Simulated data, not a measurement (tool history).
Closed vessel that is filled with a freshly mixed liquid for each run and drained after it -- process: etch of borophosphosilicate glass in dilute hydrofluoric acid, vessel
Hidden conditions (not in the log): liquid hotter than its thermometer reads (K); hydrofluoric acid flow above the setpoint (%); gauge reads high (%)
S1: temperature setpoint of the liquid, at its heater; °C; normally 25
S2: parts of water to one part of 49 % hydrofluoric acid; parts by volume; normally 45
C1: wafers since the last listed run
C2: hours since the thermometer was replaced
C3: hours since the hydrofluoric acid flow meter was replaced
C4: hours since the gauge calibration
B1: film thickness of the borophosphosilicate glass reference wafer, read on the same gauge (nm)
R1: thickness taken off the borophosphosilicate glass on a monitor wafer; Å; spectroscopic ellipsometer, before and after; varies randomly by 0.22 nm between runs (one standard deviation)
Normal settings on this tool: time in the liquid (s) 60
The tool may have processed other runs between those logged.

run 1 hour=0 | S1=22 S2=45 time_in_the_liquid_(s)=60 | C1=0 C2=426.9 C3=1069.2 C4=211.4 | B1=30.38 | R1=451.6
run 2 hour=27.9 | S1=22 S2=45 time_in_the_liquid_(s)=60 | C1=2880 C2=454.8 C3=1097.1 C4=239.3 | B1=30.37 | R1=457.6
run 3 hour=84.2 | S1=22 S2=45 time_in_the_liquid_(s)=60 | C1=5813 C2=511.1 C3=1153.4 C4=295.6 | B1=30.46 | R1=459.8
run 4 hour=138.9 | S1=27 S2=45 time_in_the_liquid_(s)=60 | C1=5648 C2=565.8 C3=1208.1 C4=350.3 | B1=30.57 | R1=561.8
run 5 hour=193.3 | S1=27 S2=45 time_in_the_liquid_(s)=60 | C1=5617 C2=620.2 C3=1262.5 C4=404.7 | B1=30.61 | R1=563.8
run 6 hour=253.5 | S1=25 S2=45 time_in_the_liquid_(s)=60 | C1=6216 C2=680.4 C3=1322.7 C4=464.9 | B1=30.65 | R1=521.1
run 7 hour=354.1 | S1=25 S2=55 time_in_the_liquid_(s)=60 | C1=10387 C2=781 C3=1423.3 C4=565.5 | B1=30.79 | R1=423.2
run 8 hour=387.5 | S1=25 S2=45 time_in_the_liquid_(s)=60 | C1=3448 C2=814.4 C3=1456.7 C4=598.9 | B1=30.78 | R1=521.1
run 9 hour=439.3 | S1=25 S2=45 time_in_the_liquid_(s)=60 | C1=5348 C2=866.2 C3=1508.5 C4=650.7 | B1=30.84 | R1=524.2
run 10 hour=471.5 | S1=21.5 S2=45 time_in_the_liquid_(s)=60 | C1=3324 C2=898.4 C3=1540.7 C4=682.9 | B1=30.96 | R1=453.5
run 11 hour=524.2 | S1=21.5 S2=45 time_in_the_liquid_(s)=60 | C1=5441 C2=951.1 C3=1593.4 C4=735.6 | B1=30.98 | R1=457.1
run 12 hour=589.5 | S1=21.5 S2=45 time_in_the_liquid_(s)=60 | C1=6742 C2=1016.4 C3=1658.7 C4=800.9 | B1=31.02 | R1=454.7
run 13 hour=689.3 | S1=25 S2=45 time_in_the_liquid_(s)=50 | C1=10305 C2=1116.2 C3=1758.5 C4=900.7 | B1=31.17 | R1=444.1
run 14 hour=729.2 | S1=25 S2=45 time_in_the_liquid_(s)=75 | C1=4119 C2=1156.1 C3=1798.4 C4=940.6 | B1=31.25 | R1=670.4
run 15 hour=756.4 | S1=25 S2=25 time_in_the_liquid_(s)=90 | C1=2808 C2=1183.3 C3=1825.6 C4=967.8 | B1=31.21 | R1=1471.8
run 16 hour=810.3 | S1=25 S2=45 time_in_the_liquid_(s)=60 | C1=5565 C2=1237.2 C3=1879.5 C4=1021.7 | B1=31.33 | R1=532.3
-- hour=822.5 gauge calibrated
run 17 hour=881.6 | S1=21 S2=35 time_in_the_liquid_(s)=50 | C1=7362 C2=1308.5 C3=1950.8 C4=59.1 | B1=30.26 | R1=474.6
-- hour=934.3 hydrofluoric acid flow meter replaced
run 18 hour=951.1 | S1=26.5 S2=65 time_in_the_liquid_(s)=60 | C1=7073 C2=1378 C3=16.8 C4=128.6 | B1=30.39 | R1=372.2
-- hour=985.4 thermometer replaced
run 19 hour=987.8 | S1=23 S2=30 time_in_the_liquid_(s)=60 | C1=3686 C2=2.4 C3=53.5 C4=165.3 | B1=30.42 | R1=725.1
run 20 hour=1036.4 | S1=25 S2=25 time_in_the_liquid_(s)=90 | C1=5018 C2=51 C3=102.1 C4=213.9 | B1=30.46 | R1=1436.9
run 21 hour=1099 | S1=21 S2=35 time_in_the_liquid_(s)=50 | C1=6463 C2=113.6 C3=164.7 C4=276.5 | B1=30.55 | R1=475.4
run 22 hour=1153.6 | S1=25 S2=60 time_in_the_liquid_(s)=95 | C1=5637 C2=168.2 C3=219.3 C4=331.1 | B1=30.63 | R1=610.8
run 23 hour=1183.8 | S1=22.5 S2=60 time_in_the_liquid_(s)=60 | C1=3118 C2=198.4 C3=249.5 C4=361.3 | B1=30.64 | R1=345.6
run 24 hour=1235.7 | S1=28.5 S2=35 time_in_the_liquid_(s)=50 | C1=5359 C2=250.3 C3=301.4 C4=413.2 | B1=30.74 | R1=651.1
run 25 hour=1289.5 | S1=20 S2=50 time_in_the_liquid_(s)=45 | C1=5555 C2=304.1 C3=355.2 C4=467 | B1=30.78 | R1=284.6
run 26 hour=1357.5 | S1=20.5 S2=45 time_in_the_liquid_(s)=40 | C1=7021 C2=372.1 C3=423.2 C4=535 | B1=30.85 | R1=288.6
run 27 hour=1397.2 | S1=25 S2=50 time_in_the_liquid_(s)=60 | C1=4099 C2=411.8 C3=462.9 C4=574.7 | B1=30.9 | R1=466.5
run 28 hour=1427.4 | S1=21 S2=60 time_in_the_liquid_(s)=75 | C1=3118 C2=442 C3=493.1 C4=604.9 | B1=30.9 | R1=407.6
run 29 hour=1482.8 | S1=25 S2=40 time_in_the_liquid_(s)=30 | C1=5720 C2=497.4 C3=548.5 C4=660.3 | B1=30.99 | R1=299.5

Exercise: give the hidden state of the tool at every run:
liquid hotter than its thermometer reads (K): 0 across all the runs
hydrofluoric acid flow above the setpoint (%): 0 across all the runs
H1: gauge reads high (%)
run=1 H1=1.17
run=2 H1=1.29
run=3 H1=1.51
run=4 H1=1.73
run=5 H1=1.95
run=6 H1=2.19
run=7 H1=2.59
run=8 H1=2.72
run=9 H1=2.93
run=10 H1=3.06
run=11 H1=3.27
run=12 H1=3.53
run=13 H1=3.93
run=14 H1=4.09
run=15 H1=4.2
run=16 H1=4.42
run=17 H1=0.92
run=18 H1=1.2
run=19 H1=1.34
run=20 H1=1.54
run=21 H1=1.79
run=22 H1=2.01
run=23 H1=2.13
run=24 H1=2.34
run=25 H1=2.55
run=26 H1=2.82
run=27 H1=2.98
run=28 H1=3.1
run=29 H1=3.32

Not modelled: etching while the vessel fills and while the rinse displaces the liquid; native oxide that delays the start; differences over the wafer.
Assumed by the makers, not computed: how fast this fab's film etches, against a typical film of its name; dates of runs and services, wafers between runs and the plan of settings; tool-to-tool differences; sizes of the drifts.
